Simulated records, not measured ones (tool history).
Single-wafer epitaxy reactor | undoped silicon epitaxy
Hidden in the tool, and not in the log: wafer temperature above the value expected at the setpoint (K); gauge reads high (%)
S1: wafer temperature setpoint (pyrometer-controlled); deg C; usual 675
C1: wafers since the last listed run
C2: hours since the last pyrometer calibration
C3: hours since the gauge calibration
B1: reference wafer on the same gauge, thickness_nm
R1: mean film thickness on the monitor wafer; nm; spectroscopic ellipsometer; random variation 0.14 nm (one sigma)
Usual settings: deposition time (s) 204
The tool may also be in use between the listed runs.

{"run": 1, "hour": 0.0, "S1": 666, "deposition time (s)": 204, "C1": 0, "C2": 1408, "C3": 527.3, "B1": 60.728, "R1": 45.448}
{"run": 2, "hour": 49.4, "S1": 666, "deposition time (s)": 204, "C1": 588, "C2": 1457.4, "C3": 576.7, "B1": 60.667, "R1": 45.262}
{"run": 3, "hour": 80.7, "S1": 666, "deposition time (s)": 204, "C1": 372, "C2": 1488.7, "C3": 608, "B1": 60.712, "R1": 45.546}
{"run": 4, "hour": 148.6, "S1": 667, "deposition time (s)": 204, "C1": 808, "C2": 1556.6, "C3": 675.9, "B1": 60.724, "R1": 46.71}
{"run": 5, "hour": 202.0, "S1": 675, "deposition time (s)": 220, "C1": 636, "C2": 1610, "C3": 729.3, "B1": 60.733, "R1": 59.863}
{"hour": 205.4, "done": "gauge calibrated"}
{"run": 6, "hour": 255.8, "S1": 683, "deposition time (s)": 204, "C1": 640, "C2": 1663.8, "C3": 50.4, "B1": 60.668, "R1": 65.422}
{"run": 7, "hour": 311.6, "S1": 683, "deposition time (s)": 204, "C1": 664, "C2": 1719.6, "C3": 106.2, "B1": 60.674, "R1": 65.506}
{"run": 8, "hour": 335.6, "S1": 683, "deposition time (s)": 204, "C1": 285, "C2": 1743.6, "C3": 130.2, "B1": 60.695, "R1": 65.187}
{"run": 9, "hour": 390.7, "S1": 675, "deposition time (s)": 204, "C1": 656, "C2": 1798.7, "C3": 185.3, "B1": 60.671, "R1": 55.149}
{"run": 10, "hour": 441.4, "S1": 675, "deposition time (s)": 204, "C1": 603, "C2": 1849.4, "C3": 236, "B1": 60.68, "R1": 55.312}
{"hour": 466.5, "done": "pyrometer calibrated"}
{"run": 11, "hour": 478.9, "S1": 675, "deposition time (s)": 204, "C1": 351, "C2": 12.4, "C3": 273.5, "B1": 60.71, "R1": 56.201}
{"run": 12, "hour": 538.5, "S1": 667, "deposition time (s)": 184, "C1": 709, "C2": 72, "C3": 333.1, "B1": 60.686, "R1": 42.519}
{"run": 13, "hour": 584.5, "S1": 675, "deposition time (s)": 204, "C1": 547, "C2": 118, "C3": 379.1, "B1": 60.669, "R1": 56.188}
{"run": 14, "hour": 655.0, "S1": 687, "deposition time (s)": 189, "C1": 839, "C2": 188.5, "C3": 449.6, "B1": 60.728, "R1": 66.625}
{"run": 15, "hour": 701.0, "S1": 665, "deposition time (s)": 223, "C1": 547, "C2": 234.5, "C3": 495.6, "B1": 60.702, "R1": 49.174}
{"run": 16, "hour": 744.8, "S1": 679, "deposition time (s)": 204, "C1": 521, "C2": 278.3, "C3": 539.4, "B1": 60.718, "R1": 60.478}
{"run": 17, "hour": 777.3, "S1": 661, "deposition time (s)": 165, "C1": 387, "C2": 310.8, "C3": 571.9, "B1": 60.673, "R1": 33.29}
{"run": 18, "hour": 815.4, "S1": 679, "deposition time (s)": 231, "C1": 453, "C2": 348.9, "C3": 610, "B1": 60.673, "R1": 68.37}
{"run": 19, "hour": 866.2, "S1": 675, "deposition time (s)": 214, "C1": 605, "C2": 399.7, "C3": 660.8, "B1": 60.712, "R1": 58.331}
{"hour": 883.1, "done": "gauge calibrated"}
{"run": 20, "hour": 1022.9, "S1": 675, "deposition time (s)": 204, "C1": 1866, "C2": 556.4, "C3": 139.8, "B1": 60.672, "R1": 55.386}
{"run": 21, "hour": 1083.0, "S1": 681, "deposition time (s)": 217, "C1": 715, "C2": 616.5, "C3": 199.9, "B1": 60.715, "R1": 66.941}
{"run": 22, "hour": 1130.3, "S1": 686, "deposition time (s)": 230, "C1": 563, "C2": 663.8, "C3": 247.2, "B1": 60.712, "R1": 78.735}

What the log doesn't show, run by run:
gauge reads high (%): 0 in every run
H1: wafer temperature above the value expected at the setpoint (K)
run=1 H1=-0.658
run=2 H1=-0.663
run=3 H1=-0.666
run=4 H1=-0.672
run=5 H1=-0.676
run=6 H1=-0.68
run=7 H1=-0.684
run=8 H1=-0.685
run=9 H1=-0.689
run=10 H1=-0.691
run=11 H1=0.0201
run=12 H1=-0.0597
run=13 H1=-0.116
run=14 H1=-0.193
run=15 H1=-0.238
run=16 H1=-0.277
run=17 H1=-0.305
run=18 H1=-0.335
run=19 H1=-0.372
run=20 H1=-0.467
run=21 H1=-0.496
run=22 H1=-0.517

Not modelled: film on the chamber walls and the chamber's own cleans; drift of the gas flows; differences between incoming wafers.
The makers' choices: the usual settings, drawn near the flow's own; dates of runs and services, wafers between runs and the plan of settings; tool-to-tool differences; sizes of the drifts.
